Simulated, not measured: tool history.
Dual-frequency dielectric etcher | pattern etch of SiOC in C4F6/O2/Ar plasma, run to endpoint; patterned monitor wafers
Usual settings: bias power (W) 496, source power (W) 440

| run | hour | bias power (W) | source power (W) | wafers since the last listed run | hours since the last wet clean | hours since the last bias power generator calibration | hours since the last source power generator calibration | hours since the last upper electrode change | incoming incoming film thickness, nm | endpoint time (s) |
|---|---|---|---|---|---|---|---|---|---|---|
| 1 | 0 | 581 | 440 | 0 | 537.5 | 2359.7 | 513 | 3434 | 25.31 | 7 |
| 2 | 55.1 | 496 | 440 | 477 | 592.6 | 2414.8 | 568.1 | 3489.1 | 25.72 | 7.9 |
| 3 | 138.4 | 496 | 440 | 722 | 675.9 | 2498.1 | 651.4 | 3572.4 | 25.59 | 7.8 |
|  | 206.7 | wet clean of the chamber |
| 4 | 245.6 | 496 | 440 | 721 | 38.9 | 2605.3 | 758.6 | 3679.6 | 25.49 | 7.6 |
| 5 | 310.9 | 496 | 440 | 566 | 104.2 | 2670.6 | 823.9 | 3744.9 | 26.03 | 7.9 |
|  | 364.5 | bias power generator calibrated |
| 6 | 418.5 | 555 | 490 | 898 | 211.8 | 54 | 931.5 | 3852.5 | 25.77 | 7 |
| 7 | 460.8 | 496 | 440 | 366 | 254.1 | 96.3 | 973.8 | 3894.8 | 25.55 | 7.8 |
| 8 | 563.3 | 469 | 440 | 889 | 356.6 | 198.8 | 1076.3 | 3997.3 | 25.76 | 8 |
| 9 | 884.9 | 496 | 440 | 2789 | 678.2 | 520.4 | 1397.9 | 4318.9 | 25.68 | 7.7 |
|  | 916.3 | wet clean of the chamber |
| 10 | 975.9 | 496 | 440 | 581 | 59.6 | 611.4 | 1488.9 | 4409.9 | 25.57 | 7.8 |
| 11 | 1033.4 | 496 | 490 | 498 | 117.1 | 668.9 | 1546.4 | 4467.4 | 25.52 | 7.2 |
| 12 | 1332.6 | 540 | 400 | 2595 | 416.3 | 968.1 | 1845.6 | 4766.6 | 25.7 | 7.7 |
| 13 | 1401.6 | 451 | 440 | 598 | 485.3 | 1037.1 | 1914.6 | 4835.6 | 25.49 | 8 |
| 14 | 1484.7 | 496 | 440 | 720 | 568.4 | 1120.2 | 1997.7 | 4918.7 | 25.66 | 7.7 |
| 15 | 1588.9 | 496 | 340 | 903 | 672.6 | 1224.4 | 2101.9 | 5022.9 | 25.7 | 8.9 |
| 16 | 1688.1 | 606 | 470 | 860 | 771.8 | 1323.6 | 2201.1 | 5122.1 | 25.83 | 6.8 |
|  | 1755.9 | upper electrode replaced |
| 17 | 1760.2 | 437 | 480 | 417 | 843.9 | 1395.7 | 2273.2 | 4.3 | 25.36 | 7.6 |
|  | 1793.6 | wet clean of the chamber |
| 18 | 1858.6 | 496 | 440 | 645 | 65 | 1494.1 | 2371.6 | 102.7 | 25.48 | 7.5 |
| 19 | 1908.3 | 551 | 390 | 431 | 114.7 | 1543.8 | 2421.3 | 152.4 | 25.41 | 7.7 |
| 20 | 1987.7 | 601 | 480 | 688 | 194.1 | 1623.2 | 2500.7 | 231.8 | 25.56 | 6.7 |
| 21 | 2043.4 | 537 | 490 | 483 | 249.8 | 1678.9 | 2556.4 | 287.5 | 25.53 | 6.9 |
|  | 2055.1 | source power generator calibrated |
| 22 | 2136.2 | 496 | 440 | 770 | 342.6 | 1771.7 | 81.1 | 380.3 | 25.51 | 7.8 |
| 23 | 2193.9 | 421 | 350 | 500 | 400.3 | 1829.4 | 138.8 | 438 | 25.68 | 9.7 |
| 24 | 2233.3 | 496 | 440 | 341 | 439.7 | 1868.8 | 178.2 | 477.4 | 25.65 | 7.9 |
| 25 | 2311.3 | 590 | 370 | 676 | 517.7 | 1946.8 | 256.2 | 555.4 | 25.71 | 7.9 |
| 26 | 2377.4 | 454 | 490 | 573 | 583.8 | 2012.9 | 322.3 | 621.5 | 25.59 | 7.6 |
| 27 | 2477.9 | 600 | 490 | 871 | 684.3 | 2113.4 | 422.8 | 722 | 25.87 | 6.9 |
| 28 | 2544.3 | 578 | 490 | 575 | 750.7 | 2179.8 | 489.2 | 788.4 | 25.6 | 6.9 |
|  | 2606.3 | wet clean of the chamber |
| 29 | 2606.8 | 566 | 350 | 333 | 0.5 | 2242.3 | 551.7 | 850.9 | 25.58 | 8.3 |
| 30 | 2645.1 | 401 | 530 | 332 | 38.8 | 2280.6 | 590 | 889.2 | 25.55 | 7.8 |
| 31 | 2682.6 | 496 | 440 | 325 | 76.3 | 2318.1 | 627.5 | 926.7 | 25.73 | 7.9 |
| 32 | 2721.4 | 556 | 510 | 336 | 115.1 | 2356.9 | 666.3 | 965.5 | 25.7 | 6.8 |
| 33 | 2823.8 | 578 | 490 | 888 | 217.5 | 2459.3 | 768.7 | 1067.9 | 25.54 | 6.8 |
| 34 | 2870.4 | 582 | 510 | 404 | 264.1 | 2505.9 | 815.3 | 1114.5 | 25.51 | 6.7 |

Alternative continuations, all from the tool just after run 34; predict every row:
| A | 2870.8 | 496 | 440 | 3 | 264.5 | 2506.3 | 815.7 | 1114.9 | 25.87 | ? |
| B | 2870.8 | 528 | 540 | 3 | 264.5 | 2506.3 | 815.7 | 1114.9 | 25.87 | ? |
| C | 2870.8 | 449 | 440 | 3 | 264.5 | 2506.3 | 815.7 | 1114.9 | 25.87 | ? |
| D | 2870.8 | 604 | 530 | 3 | 264.5 | 2506.3 | 815.7 | 1114.9 | 25.87 | ? |
| E | 2870.8 | 528 | 340 | 3 | 264.5 | 2506.3 | 815.7 | 1114.9 | 25.87 | ? |

| run | endpoint time (s) |
|---|---|
| A | 7.8 |
| B | 6.9 |
| C | 8.2 |
| D | 6.5 |
| E | 8.8 |
Take away the tool's hidden state, keep each run's random variation, and the runs would have read:
| run | endpoint time (s) |
|---|---|
| A | 7.8 |
| B | 6.8 |
| C | 8.2 |
| D | 6.5 |
| E | 8.8 |
